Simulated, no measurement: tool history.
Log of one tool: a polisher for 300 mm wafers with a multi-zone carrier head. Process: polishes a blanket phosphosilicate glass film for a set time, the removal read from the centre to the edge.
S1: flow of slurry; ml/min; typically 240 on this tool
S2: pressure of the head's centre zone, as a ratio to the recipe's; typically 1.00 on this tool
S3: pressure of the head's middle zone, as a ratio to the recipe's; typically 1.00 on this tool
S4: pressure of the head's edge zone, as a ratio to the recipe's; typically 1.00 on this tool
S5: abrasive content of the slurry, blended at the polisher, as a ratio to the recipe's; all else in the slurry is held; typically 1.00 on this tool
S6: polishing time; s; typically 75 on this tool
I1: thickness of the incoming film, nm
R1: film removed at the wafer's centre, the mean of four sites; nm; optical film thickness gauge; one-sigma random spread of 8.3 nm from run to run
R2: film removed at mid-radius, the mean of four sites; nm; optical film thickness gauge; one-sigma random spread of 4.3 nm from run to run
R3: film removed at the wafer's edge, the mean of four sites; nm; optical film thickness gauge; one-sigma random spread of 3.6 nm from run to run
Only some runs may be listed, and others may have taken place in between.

| run | hour | S1 | S2 | S3 | S4 | S5 | S6 | I1 | R1 | R2 | R3 |
|---|---|---|---|---|---|---|---|---|---|---|---|
| 1 | 0.0 | 240 | 1.00 | 1.00 | 1.00 | 1.00 | 75 | 4461.2 | 614.1 | 589.1 | 559.5 |
|  | 29.4 | edge zone pressure recalibrated |
| 2 | 33.1 | 240 | 1.00 | 1.00 | 1.00 | 1.00 | 75 | 4399.5 | 605.1 | 581.7 | 557.7 |
| 3 | 59.7 | 240 | 1.00 | 1.00 | 1.00 | 1.00 | 75 | 4506.7 | 588.1 | 567.5 | 558.3 |
| 4 | 79.1 | 240 | 0.92 | 1.00 | 1.00 | 1.00 | 75 | 4449.3 | 560.9 | 561.8 | 553.3 |
|  | 114.3 | worn pad replaced by a new one |
| 5 | 114.8 | 240 | 0.92 | 1.00 | 1.00 | 1.00 | 75 | 4503.7 | 562.8 | 566.2 | 548.7 |
| 6 | 148.7 | 240 | 1.00 | 1.00 | 1.00 | 1.00 | 75 | 4459.7 | 578.3 | 562.9 | 551.1 |
|  | 164.1 | centre zone pressure recalibrated |
| 7 | 177.9 | 240 | 1.10 | 0.91 | 1.00 | 1.15 | 75 | 4471.1 | 644.3 | 559.7 | 600.1 |
| 8 | 197.7 | 240 | 1.00 | 1.00 | 1.00 | 1.15 | 61 | 4414.7 | 485.1 | 492.3 | 484.6 |
| 9 | 211.1 | 210 | 1.06 | 1.00 | 1.05 | 1.15 | 75 | 4466.1 | 604.6 | 597.4 | 599.5 |
| 10 | 236.1 | 165 | 1.00 | 1.00 | 1.00 | 1.00 | 75 | 4478.7 | 494.1 | 504.8 | 511.1 |
|  | 264.7 | worn pad replaced by a new one |
| 11 | 265.5 | 185 | 1.00 | 1.08 | 1.00 | 1.30 | 75 | 4476.7 | 605.0 | 642.5 | 605.8 |
|  | 271.6 | carrier head's membrane replaced by a new one |
| 12 | 278.9 | 240 | 1.00 | 1.00 | 1.00 | 1.00 | 75 | 4469.7 | 545.9 | 550.9 | 545.4 |
| 13 | 291.1 | 240 | 1.00 | 1.00 | 1.00 | 0.75 | 75 | 4538.4 | 424.7 | 439.5 | 427.0 |
| 14 | 309.3 | 240 | 1.00 | 1.03 | 1.00 | 1.00 | 75 | 4515.0 | 545.8 | 560.2 | 539.7 |
| 15 | 342.6 | 190 | 0.88 | 0.92 | 1.00 | 1.00 | 75 | 4464.7 | 458.6 | 478.3 | 518.3 |
| 16 | 376.7 | 290 | 0.92 | 1.00 | 0.97 | 1.00 | 68 | 4499.8 | 488.0 | 509.0 | 493.5 |

Run 17 is up next; what results do you expect?
| 17 | 394.9 | 240 | 1.00 | 1.00 | 1.00 | 1.00 | 75 | 4496.3 | ? | ? | ? |

{"run 17": {"R1": 571.5, "R2": 548.6, "R3": 540.8}}
Were there no unlogged condition in the tool, this run, its random variation unchanged, would have produced R1 591.4 nm, R2 590.3 nm, R3 570.5 nm.
